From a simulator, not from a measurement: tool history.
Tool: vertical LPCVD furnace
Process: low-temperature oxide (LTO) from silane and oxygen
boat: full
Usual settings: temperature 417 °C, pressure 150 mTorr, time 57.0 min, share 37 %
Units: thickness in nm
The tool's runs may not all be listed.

run,hour,temperature,pressure,time,share,"read-back reference wafer on the same gauge, thickness",thickness
1,0.0,417,150,57.0,37,460.30,406.21
2,26.7,417,150,67.0,37,460.08,479.16
3,57.9,417,150,67.0,37,460.28,476.54
4,88.1,417,150,67.0,37,459.55,479.42
# hour 116.5: thermocouples replaced and temperature profile calibrated
5,117.0,421,150,57.0,41,459.96,478.59
6,124.6,417,150,57.0,37,459.47,406.51
7,156.3,417,150,57.0,37,458.94,403.11
8,181.1,417,150,57.0,37,459.14,402.86
# hour 220.5: pressure gauge zeroed
9,221.0,417,150,57.0,37,458.95,405.31
10,226.3,417,150,57.0,37,458.76,404.90
11,239.9,417,150,57.0,37,458.95,403.19
12,264.4,417,150,57.0,37,458.81,404.73
# hour 278.2: gauge calibrated
13,295.7,417,140,57.0,30,467.70,290.38
14,313.8,417,150,70.0,43,467.12,601.33
15,327.7,417,130,57.0,44,466.35,430.94
16,358.4,428,150,73.0,40,465.03,643.46
17,386.3,413,150,57.0,37,464.19,391.21
18,417.9,417,130,51.0,32,463.58,264.25
# hour 446.8: silane flow controller replaced
19,447.3,408,150,79.5,39,462.12,551.48
20,470.6,417,150,57.0,37,462.10,409.98
21,484.1,417,150,57.0,37,461.18,406.45
22,506.8,428,140,57.0,34,461.58,381.41
23,531.7,417,150,76.0,31,460.91,432.33
24,566.3,417,150,57.0,37,460.46,407.56
25,598.0,426,130,57.0,37,459.77,385.66
26,621.6,417,150,57.0,31,459.54,319.75
27,648.1,411,150,57.0,44,459.66,464.54
28,675.3,417,125,57.0,37,459.10,338.08
29,691.4,407,115,39.0,39,459.23,203.84
30,726.8,417,150,57.0,37,458.60,404.52
31,739.8,417,150,57.0,37,458.92,404.77
32,770.2,417,150,57.0,30,458.49,308.16

The tool's hidden state at each run:
true tube temperature minus thermocouple reading, K: 0 in every run
true pressure minus gauge reading, mTorr: 0 in every run
deviation of the silane flow from its setpoint, %: 0 in every run
H1: gauge reads high (%)
run,H1
1,-1.61
2,-1.66
3,-1.72
4,-1.77
5,-1.81
6,-1.82
7,-1.86
8,-1.89
9,-1.93
10,-1.93
11,-1.94
12,-1.96
13,-0.121
14,-0.283
15,-0.4
16,-0.634
17,-0.822
18,-1.01
19,-1.16
20,-1.27
21,-1.33
22,-1.42
23,-1.51
24,-1.63
25,-1.71
26,-1.77
27,-1.83
28,-1.89
29,-1.92
30,-1.98
31,-1.99
32,-2.04
